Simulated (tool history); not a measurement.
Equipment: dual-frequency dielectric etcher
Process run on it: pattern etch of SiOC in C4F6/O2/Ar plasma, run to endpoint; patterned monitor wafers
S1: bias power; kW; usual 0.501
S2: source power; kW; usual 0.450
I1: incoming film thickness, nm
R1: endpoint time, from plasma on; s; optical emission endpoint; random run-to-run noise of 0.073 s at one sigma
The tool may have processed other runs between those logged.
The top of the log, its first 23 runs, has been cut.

run      day     S1     S2     I1    R1
      73.354  -- wet clean of the chamber
 24   74.388  0.544  0.450  25.63   9.0
 25   77.446  0.469  0.510  25.48   9.1
      79.000  -- bias power generator calibrated
 26   79.900  0.501  0.450  25.70   9.4
 27   81.542  0.458  0.430  25.57   9.7
 28   84.862  0.614  0.450  25.88   8.8
 29   89.062  0.462  0.350  25.91  10.6
 30   91.500  0.501  0.390  25.82   9.9
 31   97.704  0.501  0.450  25.71   9.7
 32   99.208  0.501  0.450  25.69   9.6
 33  103.683  0.440  0.530  25.72   9.6
     105.833  -- wet clean of the chamber
 34  106.392  0.435  0.390  25.68   9.8
 35  107.900  0.569  0.450  25.68   8.9
 36  110.875  0.544  0.450  25.89   9.0

Each row is a separate what-if for the run after 36, all from the same tool condition, not one after another. Results?
  A  110.892  0.501  0.450  25.91   ?
  B  110.892  0.588  0.510  25.91   ?
  C  110.892  0.425  0.540  25.91   ?

run   R1
  A  9.4
  B  8.6
  C  9.4
The same runs, with their run-to-run variation unchanged, on a tool lacking any hidden condition would have given:
run   R1
  A  9.3
  B  8.5
  C  9.3
